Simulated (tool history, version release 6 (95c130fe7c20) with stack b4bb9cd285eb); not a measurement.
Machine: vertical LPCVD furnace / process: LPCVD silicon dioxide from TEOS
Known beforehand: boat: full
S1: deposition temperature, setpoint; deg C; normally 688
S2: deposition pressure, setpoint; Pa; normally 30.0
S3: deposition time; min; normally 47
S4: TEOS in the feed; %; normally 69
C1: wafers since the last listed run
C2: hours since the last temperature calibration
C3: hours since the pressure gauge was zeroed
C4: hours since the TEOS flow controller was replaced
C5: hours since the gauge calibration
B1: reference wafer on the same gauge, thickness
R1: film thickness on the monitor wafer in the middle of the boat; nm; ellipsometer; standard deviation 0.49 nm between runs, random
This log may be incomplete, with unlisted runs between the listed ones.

| run | day | S1 | S2 | S3 | S4 | C1 | C2 | C3 | C4 | C5 | B1 | R1 |
|---|---|---|---|---|---|---|---|---|---|---|---|---|
| 1 | 0.000 | 680 | 30.0 | 47 | 69 | 0 | 1952.5 | 3603.0 | 3288.6 | 79.7 | 265.95 | 185.97 |
| 2 | 1.058 | 688 | 34.7 | 47 | 64 | 184 | 1977.9 | 3628.4 | 3314.0 | 105.1 | 266.03 | 235.31 |
| 3 | 1.846 | 688 | 34.7 | 47 | 64 | 137 | 1996.8 | 3647.3 | 3332.9 | 124.0 | 265.97 | 234.98 |
| 4 | 3.075 | 688 | 30.0 | 47 | 74 | 214 | 2026.3 | 3676.8 | 3362.4 | 153.5 | 266.04 | 234.87 |
| 5 | 3.779 | 688 | 30.0 | 47 | 74 | 122 | 2043.2 | 3693.7 | 3379.3 | 170.4 | 266.02 | 235.43 |
| 6 | 4.625 | 688 | 30.0 | 47 | 74 | 147 | 2063.5 | 3714.0 | 3399.6 | 190.7 | 266.23 | 234.23 |
| 7 | 5.671 | 694 | 35.3 | 47 | 69 | 182 | 2088.6 | 3739.1 | 3424.7 | 215.8 | 266.00 | 283.15 |
| 8 | 7.688 | 694 | 35.3 | 47 | 69 | 351 | 2137.0 | 3787.5 | 3473.1 | 264.2 | 266.05 | 283.05 |
| 9 | 8.504 | 694 | 35.3 | 47 | 69 | 142 | 2156.6 | 3807.1 | 3492.7 | 283.8 | 265.79 | 283.29 |
| 10 | 9.629 | 688 | 30.0 | 47 | 69 | 195 | 2183.6 | 3834.1 | 3519.7 | 310.8 | 265.82 | 226.35 |
|  | 10.058 | gauge calibrated |
|  | 10.925 | TEOS flow controller replaced |
| 11 | 10.946 | 694 | 35.3 | 47 | 69 | 55 | 2215.2 | 3865.7 | 0.5 | 21.3 | 265.99 | 284.33 |
| 12 | 11.796 | 688 | 30.0 | 47 | 69 | 148 | 2235.6 | 3886.1 | 20.9 | 41.7 | 266.00 | 226.49 |

What does the tool deliver on the next run?
| 13 | 13.179 | 688 | 30.0 | 65 | 69 | 240 | 2268.8 | 3919.3 | 54.1 | 74.9 | ? | ? |

{"run 13": {"B1": 266.14, "R1": 313.66}}
Without the tool's hidden state the same run would have given R1 313.66 nm.

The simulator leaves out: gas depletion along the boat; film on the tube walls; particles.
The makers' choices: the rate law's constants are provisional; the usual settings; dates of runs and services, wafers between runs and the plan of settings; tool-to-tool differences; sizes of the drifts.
